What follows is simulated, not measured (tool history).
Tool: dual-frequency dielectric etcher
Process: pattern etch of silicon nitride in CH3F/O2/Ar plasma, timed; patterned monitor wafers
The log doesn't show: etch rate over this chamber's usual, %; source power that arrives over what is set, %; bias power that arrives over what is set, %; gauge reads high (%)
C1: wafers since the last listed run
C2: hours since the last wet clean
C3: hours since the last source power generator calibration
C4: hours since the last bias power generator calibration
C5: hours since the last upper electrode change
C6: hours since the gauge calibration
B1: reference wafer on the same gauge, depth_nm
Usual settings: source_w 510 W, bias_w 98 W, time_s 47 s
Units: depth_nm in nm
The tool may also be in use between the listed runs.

run 1 day=0 | source_w=510 bias_w=98 time_s=43.5 | C1=0 C2=120.1 C3=3848.8 C4=1718.3 C5=152.2 C6=2392.2 | B1=41.17 | depth_nm=38.04
-- day=1.067 gauge calibrated
run 2 day=3.892 | source_w=420 bias_w=98 time_s=38.5 | C1=717 C2=213.5 C3=3942.2 C4=1811.7 C5=245.6 C6=67.8 | B1=40.94 | depth_nm=31.54
-- day=4.85 bias power generator calibrated
run 3 day=7.662 | source_w=420 bias_w=98 time_s=38.5 | C1=664 C2=304 C3=4032.7 C4=67.5 C5=336.1 C6=158.3 | B1=41.02 | depth_nm=31.83
run 4 day=11.671 | source_w=510 bias_w=98 time_s=47 | C1=739 C2=400.2 C3=4128.9 C4=163.7 C5=432.3 C6=254.5 | B1=40.95 | depth_nm=41.44
run 5 day=14.512 | source_w=560 bias_w=98 time_s=50.5 | C1=524 C2=468.4 C3=4197.1 C4=231.9 C5=500.5 C6=322.7 | B1=41.03 | depth_nm=46.41
run 6 day=17.912 | source_w=480 bias_w=79 time_s=51.5 | C1=627 C2=550 C3=4278.7 C4=313.5 C5=582.1 C6=404.3 | B1=40.95 | depth_nm=43.14
run 7 day=21.629 | source_w=510 bias_w=98 time_s=47 | C1=685 C2=639.2 C3=4367.9 C4=402.7 C5=671.3 C6=493.5 | B1=40.97 | depth_nm=42.25
-- day=22.358 source power generator calibrated
-- day=23.392 wet clean of the chamber
run 8 day=24.804 | source_w=440 bias_w=112 time_s=36.5 | C1=370 C2=33.9 C3=58.7 C4=478.9 C5=747.5 C6=569.7 | B1=40.98 | depth_nm=31.01
run 9 day=28.104 | source_w=540 bias_w=114 time_s=52.5 | C1=608 C2=113.1 C3=137.9 C4=558.1 C5=826.7 C6=648.9 | B1=40.93 | depth_nm=48.69
run 10 day=30.146 | source_w=510 bias_w=98 time_s=47 | C1=376 C2=162.1 C3=186.9 C4=607.1 C5=875.7 C6=697.9 | B1=40.88 | depth_nm=41.28
run 11 day=32.546 | source_w=510 bias_w=98 time_s=47 | C1=442 C2=219.7 C3=244.5 C4=664.7 C5=933.3 C6=755.5 | B1=40.91 | depth_nm=41.29
run 12 day=35.917 | source_w=580 bias_w=109 time_s=54.5 | C1=621 C2=300.6 C3=325.4 C4=745.6 C5=1014.2 C6=836.4 | B1=40.94 | depth_nm=51.67
run 13 day=39.146 | source_w=510 bias_w=111 time_s=47 | C1=595 C2=378.1 C3=402.9 C4=823.1 C5=1091.7 C6=913.9 | B1=41 | depth_nm=42.76
run 14 day=41.583 | source_w=510 bias_w=98 time_s=47 | C1=449 C2=436.6 C3=461.4 C4=881.6 C5=1150.2 C6=972.4 | B1=40.87 | depth_nm=41.86
run 15 day=44.388 | source_w=560 bias_w=98 time_s=50.5 | C1=517 C2=503.9 C3=528.7 C4=948.9 C5=1217.5 C6=1039.7 | B1=40.88 | depth_nm=46.51
run 16 day=48.783 | source_w=540 bias_w=114 time_s=52.5 | C1=810 C2=609.4 C3=634.2 C4=1054.4 C5=1323 C6=1145.2 | B1=40.97 | depth_nm=49.81
run 17 day=52.662 | source_w=640 bias_w=98 time_s=37.5 | C1=715 C2=702.5 C3=727.3 C4=1147.5 C5=1416.1 C6=1238.3 | B1=41 | depth_nm=36.32

The next listed run, before its measurement:
-- day=53.833 wet clean of the chamber
run 18 day=56.738 | source_w=470 bias_w=89 time_s=56 | C1=567 C2=69.7 C3=825.1 C4=1245.3 C5=1513.9 C6=1336.1 | B1=? | depth_nm=?

{"run 18": {"B1": 41.1, "depth_nm": 46.34}}
Without the tool's hidden state the same run would have given depth_nm 46.24 nm.
